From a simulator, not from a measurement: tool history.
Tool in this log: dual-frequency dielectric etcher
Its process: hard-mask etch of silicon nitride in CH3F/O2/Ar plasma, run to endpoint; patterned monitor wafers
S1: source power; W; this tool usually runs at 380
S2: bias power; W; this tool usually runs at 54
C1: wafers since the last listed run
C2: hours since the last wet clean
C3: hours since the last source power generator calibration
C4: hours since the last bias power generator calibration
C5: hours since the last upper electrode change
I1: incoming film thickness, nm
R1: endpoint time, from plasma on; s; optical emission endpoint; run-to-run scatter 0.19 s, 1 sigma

| run | day | S1 | S2 | C1 | C2 | C3 | C4 | C5 | I1 | R1 |
|---|---|---|---|---|---|---|---|---|---|---|
| 1 | 0.000 | 380 | 54 | 0 | 367.1 | 1692.7 | 1871.0 | 2518.9 | 38.73 | 62.7 |
| 2 | 0.662 | 380 | 54 | 247 | 383.0 | 1708.6 | 1886.9 | 2534.8 | 38.38 | 61.7 |
| 3 | 2.133 | 380 | 54 | 549 | 418.3 | 1743.9 | 1922.2 | 2570.1 | 39.20 | 63.0 |
| 4 | 3.554 | 380 | 50 | 531 | 452.4 | 1778.0 | 1956.3 | 2604.2 | 39.23 | 65.0 |
| 5 | 4.962 | 380 | 50 | 526 | 486.2 | 1811.8 | 1990.1 | 2638.0 | 38.64 | 63.7 |
| 6 | 6.038 | 380 | 50 | 401 | 512.0 | 1837.6 | 2015.9 | 2663.8 | 38.48 | 63.4 |
| 7 | 7.392 | 300 | 49 | 506 | 544.5 | 1870.1 | 2048.4 | 2696.3 | 38.91 | 69.8 |
| 8 | 8.208 | 300 | 49 | 305 | 564.1 | 1889.7 | 2068.0 | 2715.9 | 38.54 | 68.8 |
| 9 | 9.012 | 380 | 54 | 300 | 583.4 | 1909.0 | 2087.3 | 2735.2 | 38.78 | 62.0 |
| 10 | 9.771 | 380 | 54 | 283 | 601.6 | 1927.2 | 2105.5 | 2753.4 | 38.62 | 61.5 |
|  | 10.792 | upper electrode replaced |
|  | 11.750 | wet clean of the chamber |
| 11 | 11.771 | 380 | 54 | 15 | 0.5 | 1975.2 | 2153.5 | 23.5 | 38.41 | 62.5 |
| 12 | 11.783 | 380 | 54 | 4 | 0.8 | 1975.5 | 2153.8 | 23.8 | 39.13 | 63.4 |
| 13 | 11.800 | 380 | 54 | 6 | 1.2 | 1975.9 | 2154.2 | 24.2 | 38.51 | 62.7 |
| 14 | 12.088 | 380 | 54 | 107 | 8.1 | 1982.8 | 2161.1 | 31.1 | 38.52 | 63.0 |
| 15 | 13.017 | 380 | 54 | 347 | 30.4 | 2005.1 | 2183.4 | 53.4 | 38.39 | 62.2 |
| 16 | 14.162 | 470 | 61 | 428 | 57.9 | 2032.6 | 2210.9 | 80.9 | 38.95 | 56.0 |
| 17 | 15.350 | 380 | 48 | 443 | 86.4 | 2061.1 | 2239.4 | 109.4 | 38.45 | 65.4 |
| 18 | 16.183 | 300 | 62 | 311 | 106.4 | 2081.1 | 2259.4 | 129.4 | 38.62 | 63.5 |
| 19 | 17.250 | 450 | 61 | 398 | 132.0 | 2106.7 | 2285.0 | 155.0 | 39.07 | 56.8 |
| 20 | 17.904 | 460 | 67 | 244 | 147.7 | 2122.4 | 2300.7 | 170.7 | 38.86 | 54.0 |
| 21 | 18.879 | 410 | 42 | 364 | 171.1 | 2145.8 | 2324.1 | 194.1 | 38.69 | 67.5 |
| 22 | 20.271 | 380 | 62 | 520 | 204.5 | 2179.2 | 2357.5 | 227.5 | 39.11 | 59.5 |
|  | 20.567 | bias power generator calibrated |
| 23 | 21.679 | 330 | 49 | 464 | 238.3 | 2213.0 | 26.7 | 261.3 | 39.01 | 68.1 |
|  | 21.925 | source power generator calibrated |
| 24 | 23.050 | 380 | 54 | 450 | 271.2 | 27.0 | 59.6 | 294.2 | 39.03 | 62.8 |
| 25 | 24.546 | 380 | 54 | 559 | 307.1 | 62.9 | 95.5 | 330.1 | 38.58 | 61.7 |
| 26 | 25.196 | 450 | 54 | 242 | 322.7 | 78.5 | 111.1 | 345.7 | 39.17 | 59.4 |
| 27 | 26.583 | 450 | 64 | 518 | 356.0 | 111.8 | 144.4 | 379.0 | 39.41 | 55.5 |
| 28 | 27.929 | 380 | 54 | 503 | 388.3 | 144.1 | 176.7 | 411.3 | 38.79 | 62.2 |
| 29 | 28.996 | 340 | 47 | 398 | 413.9 | 169.7 | 202.3 | 436.9 | 38.82 | 68.1 |
| 30 | 29.821 | 470 | 42 | 308 | 433.7 | 189.5 | 222.1 | 456.7 | 38.95 | 64.4 |
| 31 | 30.571 | 380 | 54 | 280 | 451.7 | 207.5 | 240.1 | 474.7 | 39.00 | 62.2 |
| 32 | 31.183 | 420 | 63 | 228 | 466.4 | 222.2 | 254.8 | 489.4 | 38.72 | 56.2 |
| 33 | 32.088 | 470 | 47 | 338 | 488.1 | 243.9 | 276.5 | 511.1 | 39.09 | 61.6 |
| 34 | 32.688 | 380 | 54 | 224 | 502.5 | 258.3 | 290.9 | 525.5 | 38.99 | 61.8 |
| 35 | 34.158 | 380 | 58 | 549 | 537.8 | 293.6 | 326.2 | 560.8 | 38.66 | 59.4 |
| 36 | 34.712 | 380 | 54 | 207 | 551.1 | 306.9 | 339.5 | 574.1 | 38.22 | 60.8 |

Exercise: give the hidden state of the tool at every run:
source power that arrives over what is set, %: 0 across all the runs
bias power that arrives over what is set, %: 0 across all the runs
H1: etch rate over this chamber's usual, %
| run | H1 |
|---|---|
| 1 | 1.18 |
| 2 | 1.26 |
| 3 | 1.42 |
| 4 | 1.59 |
| 5 | 1.74 |
| 6 | 1.87 |
| 7 | 2.02 |
| 8 | 2.11 |
| 9 | 2.2 |
| 10 | 2.29 |
| 11 | -0.000588 |
| 12 | 0.000831 |
| 13 | 0.00272 |
| 14 | 0.0354 |
| 15 | 0.141 |
| 16 | 0.271 |
| 17 | 0.406 |
| 18 | 0.5 |
| 19 | 0.621 |
| 20 | 0.696 |
| 21 | 0.806 |
| 22 | 0.964 |
| 23 | 1.12 |
| 24 | 1.28 |
| 25 | 1.45 |
| 26 | 1.52 |
| 27 | 1.68 |
| 28 | 1.83 |
| 29 | 1.95 |
| 30 | 2.05 |
| 31 | 2.13 |
| 32 | 2.2 |
| 33 | 2.31 |
| 34 | 2.37 |
| 35 | 2.54 |
| 36 | 2.6 |

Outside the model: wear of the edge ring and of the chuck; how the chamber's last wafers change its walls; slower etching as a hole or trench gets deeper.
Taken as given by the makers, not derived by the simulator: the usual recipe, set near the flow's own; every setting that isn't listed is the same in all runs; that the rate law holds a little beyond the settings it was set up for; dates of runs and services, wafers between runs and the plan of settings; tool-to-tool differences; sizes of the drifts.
